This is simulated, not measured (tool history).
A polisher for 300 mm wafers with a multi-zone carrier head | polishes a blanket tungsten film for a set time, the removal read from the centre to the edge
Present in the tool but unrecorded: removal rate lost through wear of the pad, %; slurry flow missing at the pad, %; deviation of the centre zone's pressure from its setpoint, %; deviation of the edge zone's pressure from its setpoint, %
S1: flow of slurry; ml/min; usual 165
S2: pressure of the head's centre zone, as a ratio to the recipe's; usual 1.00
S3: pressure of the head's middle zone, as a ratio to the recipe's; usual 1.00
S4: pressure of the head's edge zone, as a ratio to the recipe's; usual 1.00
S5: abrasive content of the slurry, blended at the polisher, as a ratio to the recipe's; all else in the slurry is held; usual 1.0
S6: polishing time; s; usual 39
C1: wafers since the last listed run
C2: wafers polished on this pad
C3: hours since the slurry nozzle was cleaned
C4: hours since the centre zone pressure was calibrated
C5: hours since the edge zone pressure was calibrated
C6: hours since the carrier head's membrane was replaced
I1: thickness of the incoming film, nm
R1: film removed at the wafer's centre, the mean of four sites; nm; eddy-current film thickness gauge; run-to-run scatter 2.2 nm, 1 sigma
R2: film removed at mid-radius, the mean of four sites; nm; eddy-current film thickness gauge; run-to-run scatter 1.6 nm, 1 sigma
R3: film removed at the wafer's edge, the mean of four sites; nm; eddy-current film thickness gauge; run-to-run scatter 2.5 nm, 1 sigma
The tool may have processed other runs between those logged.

Run 1, hour 0.0: usual settings but S6 43 s; C1 0; C2 541; C3 134.7; C4 1168.5; C5 136.3; C6 41.2; I1 738.2. Result: R1 219.5 nm, R2 218.1 nm, R3 219.2 nm.
Run 2, hour 63.8: usual settings but S6 43 s; C1 525; C2 1067; C3 198.5; C4 1232.3; C5 200.1; C6 105.0; I1 738.5. Result: R1 216.2 nm, R2 219.5 nm, R3 222.1 nm.
Run 3, hour 103.2: usual settings; C1 324; C2 1391; C3 237.9; C4 1271.7; C5 239.5; C6 144.4; I1 741.9. Result: R1 192.0 nm, R2 193.0 nm, R3 196.4 nm.
At hour 131.6: worn pad replaced by a new one.
Run 4, hour 152.7: usual settings; C1 374; C2 173; C3 287.4; C4 1321.2; C5 289.0; C6 193.9; I1 743.0. Result: R1 192.7 nm, R2 192.2 nm, R3 199.5 nm.
Run 5, hour 198.3: usual settings; C1 375; C2 549; C3 333.0; C4 1366.8; C5 334.6; C6 239.5; I1 743.7. Result: R1 186.3 nm, R2 193.9 nm, R3 198.4 nm.
Run 6, hour 248.4: usual settings; C1 412; C2 962; C3 383.1; C4 1416.9; C5 384.7; C6 289.6; I1 731.4. Result: R1 182.9 nm, R2 186.7 nm, R3 194.6 nm.
Run 7, hour 285.7: usual settings but S4 0.97, S5 0.9; C1 307; C2 1269; C3 420.4; C4 1454.2; C5 422.0; C6 326.9; I1 748.3. Result: R1 177.8 nm, R2 177.3 nm, R3 182.9 nm.
At hour 289.5: slurry nozzle cleaned.
At hour 298.1: worn pad replaced by a new one.
At hour 301.0: centre zone pressure recalibrated.
At hour 323.2: edge zone pressure recalibrated.
Run 8, hour 343.1: usual settings but S4 0.97, S5 0.9; C1 398; C2 338; C3 53.6; C4 42.1; C5 19.9; C6 384.3; I1 746.5. Result: R1 196.4 nm, R2 196.0 nm, R3 193.3 nm.
Run 9, hour 387.3: usual settings; C1 364; C2 702; C3 97.8; C4 86.3; C5 64.1; C6 428.5; I1 732.6. Result: R1 202.9 nm, R2 205.0 nm, R3 203.5 nm.
Run 10, hour 419.2: usual settings but S2 0.92; C1 262; C2 964; C3 129.7; C4 118.2; C5 96.0; C6 460.4; I1 739.0. Result: R1 188.4 nm, R2 201.4 nm, R3 204.6 nm.
At hour 463.7: worn pad replaced by a new one.
Run 11, hour 483.4: usual settings but S4 0.96; C1 495; C2 162; C3 193.9; C4 182.4; C5 160.2; C6 524.6; I1 745.8. Result: R1 199.5 nm, R2 202.0 nm, R3 199.5 nm.
Run 12, hour 548.9: usual settings but S1 200 ml/min; C1 539; C2 702; C3 259.4; C4 247.9; C5 225.7; C6 590.1; I1 730.2. Result: R1 205.3 nm, R2 203.7 nm, R3 205.8 nm.
At hour 575.5: carrier head's membrane replaced by a new one.
Run 13, hour 613.5: usual settings but S2 0.96, S3 0.93, S4 1.10; C1 490; C2 1193; C3 324.0; C4 312.5; C5 290.3; C6 38.0; I1 729.0. Result: R1 184.0 nm, R2 181.1 nm, R3 207.8 nm.
At hour 639.4: worn pad replaced by a new one.
Run 14, hour 645.6: usual settings but S2 1.05, S3 0.94, S6 26 s; C1 231; C2 50; C3 356.1; C4 344.6; C5 322.4; C6 70.1; I1 738.3. Result: R1 129.7 nm, R2 123.6 nm, R3 131.7 nm.
At hour 704.4: edge zone pressure recalibrated.
Run 15, hour 705.7: usual settings; C1 478; C2 529; C3 416.2; C4 404.7; C5 1.3; C6 130.2; I1 741.9. Result: R1 184.1 nm, R2 187.1 nm, R3 197.1 nm.

Expected results for the next run?
Run 16, hour 771.1: usual settings; C1 538; C2 1068; C3 481.6; C4 470.1; C5 66.7; C6 195.6; I1 737.0. Result: R1 ?, R2 ?, R3 ?.

R1: 179.2 nm
R2: 183.5 nm
R3: 191.7 nm
With no hidden state in the tool, this same run would have given R1 206.8 nm, R2 208.1 nm, R3 209.4 nm.
